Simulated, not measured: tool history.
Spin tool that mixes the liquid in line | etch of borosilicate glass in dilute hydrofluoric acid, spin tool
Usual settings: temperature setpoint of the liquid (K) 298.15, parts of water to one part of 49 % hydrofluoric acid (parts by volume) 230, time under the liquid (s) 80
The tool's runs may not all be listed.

run    hour  temperature setpoint of the liquid (K)  parts of water to one part of 49 % hydrofluoric acid (parts by volume)  time under the liquid (s)  wafers since the last listed run  hours since the thermometer was replaced  hours since the hydrofluoric acid flow meter was replaced  hours since the gauge calibration  read-back film thickness of the borosilicate glass reference wafer, read on the same gauge (nm)  thickness taken off the borosilicate glass on a monitor wafer (nm)
  1       0                                  298.15                                                                     230                         80                                 0                                    1842.9                                                      787.9                               1171                                                                                            39.98                                                               10.77
  2   102.9                                  298.15                                                                     230                         80                              1301                                    1945.8                                                      890.8                             1273.9                                                                                            40.04                                                               10.86
  3   193.4                                  296.15                                                                     230                         80                              1144                                    2036.3                                                      981.3                             1364.4                                                                                               40                                                               10.11
        244  -- gauge calibrated
  4   281.5                                  296.15                                                                     230                         80                              1114                                    2124.4                                                     1069.4                               37.5                                                                                               40                                                               10.18
  5   334.9                                  296.15                                                                     230                         80                               675                                    2177.8                                                     1122.8                               90.9                                                                                            40.01                                                               10.26
  6   441.1                                  298.15                                                                     290                         45                              1343                                      2284                                                       1229                              197.1                                                                                               40                                                                4.56
  7   495.9                                  298.15                                                                     290                         45                               693                                    2338.8                                                     1283.8                              251.9                                                                                            39.98                                                                4.65
  8     598                                  298.15                                                                     290                         45                              1291                                    2440.9                                                     1385.9                                354                                                                                            40.01                                                                4.65
  9   643.6                                  298.15                                                                     230                         80                               576                                    2486.5                                                     1431.5                              399.6                                                                                            40.01                                                               11.04
 10     774                                  298.15                                                                     230                         80                              1649                                    2616.9                                                     1561.9                                530                                                                                            39.98                                                                11.3
 11   873.7                                  298.15                                                                     230                         80                              1261                                    2716.6                                                     1661.6                              629.7                                                                                            39.96                                                               11.22
      876.9  -- hydrofluoric acid flow meter replaced
 12   953.2                                  298.15                                                                     230                         80                               993                                    2796.1                                                       76.3                              709.2                                                                                               40                                                               10.92
 13  1011.6                                  298.15                                                                     230                         80                               738                                    2854.5                                                      134.7                              767.6                                                                                            40.04                                                               10.93
 14  1117.4                                  298.15                                                                     230                         80                              1338                                    2960.3                                                      240.5                              873.4                                                                                            40.04                                                               10.97
     1119.4  -- thermometer replaced
 15  1183.7                                  298.15                                                                     230                         80                               826                                      64.3                                                      306.8                              939.7                                                                                            40.02                                                               10.29
 16    1279                                  294.65                                                                     285                         65                              1205                                     159.6                                                      402.1                               1035                                                                                            39.98                                                                5.67
     1387.4  -- gauge calibrated
 17  1441.6                                  298.15                                                                     230                         80                              2056                                     322.2                                                      564.7                               54.2                                                                                            39.96                                                               10.54
 18  1494.6                                  301.65                                                                     260                        130                               670                                     375.2                                                      617.7                              107.2                                                                                            39.99                                                                16.5
 19  1591.3                                  302.15                                                                     265                         80                              1223                                     471.9                                                      714.4                              203.9                                                                                               40                                                               10.09
 20  1666.3                                  298.15                                                                     265                         80                               948                                     546.9                                                      789.4                              278.9                                                                                            40.01                                                                 8.7
 21    1949                                  301.65                                                                     120                        105                              3576                                     829.6                                                     1072.1                              561.6                                                                                            40.01                                                               34.79
 22  2001.7                                  300.15                                                                     230                         30                               666                                     882.3                                                     1124.8                              614.3                                                                                            40.03                                                                 4.3
 23  2084.2                                  301.15                                                                     185                         80                              1043                                     964.8                                                     1207.3                              696.8                                                                                            39.99                                                               15.66
 24    2144                                  298.15                                                                     230                         80                               756                                    1024.6                                                     1267.1                              756.6                                                                                               40                                                               10.74
 25  2208.6                                  300.65                                                                     230                         80                               817                                    1089.2                                                     1331.7                              821.2                                                                                            39.98                                                               11.77
 26  2265.4                                  298.15                                                                     290                         45                               718                                      1146                                                     1388.5                                878                                                                                            39.98                                                                4.52
     2288.3  -- hydrofluoric acid flow meter replaced
 27  2370.1                                  298.15                                                                     230                         40                              1311                                    1250.7                                                       81.8                              982.7                                                                                            40.03                                                                5.31
 28  2423.3                                  300.15                                                                     230                         80                               672                                    1303.9                                                        135                             1035.9                                                                                            40.06                                                               11.37
 29  2464.5                                  293.65                                                                     310                        120                               521                                    1345.1                                                      176.2                             1077.1                                                                                            40.01                                                                9.26

Hidden state or all else? Some run-to-run changes of thickness taken off the borosilicate glass on a monitor wafer (nm), split into what the settings, what came in and random variation would give without the hidden state, and what is left for the hidden state (with any gauge scatter that isn't in both results):
The hidden state here: liquid hotter than its thermometer reads (K); hydrofluoric acid flow above the setpoint (%); gauge reads high (%).
Run 20 -> 21: temperature setpoint of the liquid (K) 298.15 -> 301.65, parts of water to one part of 49 % hydrofluoric acid (parts by volume) 265 -> 120, time under the liquid (s) 80 -> 105. thickness taken off the borosilicate glass on a monitor wafer (nm) +26.09: hidden state +1.68, all else +24.41.
Run 21 -> 22: temperature setpoint of the liquid (K) 301.65 -> 300.15, parts of water to one part of 49 % hydrofluoric acid (parts by volume) 120 -> 230, time under the liquid (s) 105 -> 30. thickness taken off the borosilicate glass on a monitor wafer (nm) -30.49: hidden state -1.81, all else -28.68.

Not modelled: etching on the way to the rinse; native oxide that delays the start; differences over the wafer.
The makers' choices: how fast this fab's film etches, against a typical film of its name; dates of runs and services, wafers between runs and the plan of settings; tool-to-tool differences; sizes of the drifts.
